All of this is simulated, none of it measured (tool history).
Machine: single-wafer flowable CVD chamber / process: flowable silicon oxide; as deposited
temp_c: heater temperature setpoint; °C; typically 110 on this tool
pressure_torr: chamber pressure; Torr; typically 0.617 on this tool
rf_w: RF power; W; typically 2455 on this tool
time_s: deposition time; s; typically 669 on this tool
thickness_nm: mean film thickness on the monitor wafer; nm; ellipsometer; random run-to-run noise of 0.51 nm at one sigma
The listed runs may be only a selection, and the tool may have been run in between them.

run	hour	temp_c	pressure_torr	rf_w	time_s	wafers since the last listed run	hours since the last thermocouple change	hours since the last RF generator calibration	hours since the last manometer calibration	hours since the showerhead was replaced	hours since the gauge calibration	read-back reference wafer on the same gauge, thickness_nm	thickness_nm
1	0.0	110	0.617	2455	669	0	1801.4	546.4	1669.6	3515.9	688.2	239.114	207.213
# hour 12.6: gauge calibrated
2	32.1	110	0.617	2455	669	115	1833.5	578.5	1701.7	3548.0	19.5	239.035	206.349
3	75.0	110	0.617	2455	741	153	1876.4	621.4	1744.6	3590.9	62.4	238.864	228.927
4	134.3	110	0.617	2455	741	212	1935.7	680.7	1803.9	3650.2	121.7	238.961	229.185
5	159.2	110	0.617	2455	741	89	1960.6	705.6	1828.8	3675.1	146.6	239.118	229.320
6	186.2	110	0.617	2455	669	96	1987.6	732.6	1855.8	3702.1	173.6	239.017	206.604
7	240.1	110	0.617	2455	669	193	2041.5	786.5	1909.7	3756.0	227.5	238.917	205.749
8	302.6	110	0.617	2455	669	224	2104.0	849.0	1972.2	3818.5	290.0	239.038	206.441
9	334.9	110	0.617	2455	669	115	2136.3	881.3	2004.5	3850.8	322.3	239.077	206.435
10	401.9	110	0.680	2590	669	240	2203.3	948.3	2071.5	3917.8	389.3	239.228	228.957
# hour 476.1: showerhead replaced
11	542.2	110	0.680	2590	669	474	2343.6	1088.6	2211.8	66.1	529.6	239.016	230.171
# hour 599.9: capacitance manometer re-zeroed and calibrated
12	600.4	110	0.617	2455	669	180	2401.8	1146.8	0.5	124.3	587.8	239.049	206.621
13	631.5	110	0.617	2455	669	111	2432.9	1177.9	31.6	155.4	618.9	239.003	206.321
14	670.6	110	0.729	2010	669	140	2472.0	1217.0	70.7	194.5	658.0	239.254	237.756
# hour 670.9: gauge calibrated
15	736.9	110	0.617	2455	558	237	2538.3	1283.3	137.0	260.8	66.0	238.900	172.446
16	762.9	101	0.673	2455	669	93	2564.3	1309.3	163.0	286.8	92.0	238.834	317.649
# hour 775.9: thermocouple changed; heater temperature recalibrated
17	812.5	110	0.683	2080	669	149	36.6	1358.9	212.6	336.4	141.6	238.912	222.563
# hour 849.8: RF generator calibrated
18	864.8	110	0.496	2125	733	158	88.9	15.0	264.9	388.7	193.9	239.205	179.806
19	913.7	110	0.693	2455	574	175	137.8	63.9	313.8	437.6	242.8	239.053	199.635
20	964.3	105	0.617	2775	764	181	188.4	114.5	364.4	488.2	293.4	238.852	287.377
21	1002.6	110	0.543	2240	669	137	226.7	152.8	402.7	526.5	331.7	239.027	179.993
22	1065.7	104	0.617	2080	669	226	289.8	215.9	465.8	589.6	394.8	238.768	252.630
23	1128.0	110	0.617	2455	669	223	352.1	278.2	528.1	651.9	457.1	238.828	206.440
24	1191.2	110	0.617	2455	669	226	415.3	341.4	591.3	715.1	520.3	239.115	206.219
25	1228.2	110	0.617	2455	669	132	452.3	378.4	628.3	752.1	557.3	239.010	207.021
# hour 1258.4: gauge calibrated
26	1299.3	110	0.502	2455	737	255	523.4	449.5	699.4	823.2	40.9	239.067	185.712
27	1332.1	119	0.501	2725	727	117	556.2	482.3	732.2	856.0	73.7	238.983	134.685

Here are 4 independent what-if runs from the current tool condition. What would each one return?
A	1332.7	110	0.617	2455	669	2	556.8	482.9	732.8	856.6	74.3	?	?
B	1332.7	97	0.551	2595	723	2	556.8	482.9	732.8	856.6	74.3	?	?
C	1332.7	110	0.515	2455	669	2	556.8	482.9	732.8	856.6	74.3	?	?
D	1332.7	102	0.656	2455	775	2	556.8	482.9	732.8	856.6	74.3	?	?

run	read-back reference wafer on the same gauge, thickness_nm	thickness_nm
A	239.033	206.945
B	239.033	328.865
C	239.033	173.154
D	239.033	344.847
Had the tool no hidden state, the same runs would have come out as:
run	thickness_nm
A	206.945
B	328.865
C	173.154
D	344.847
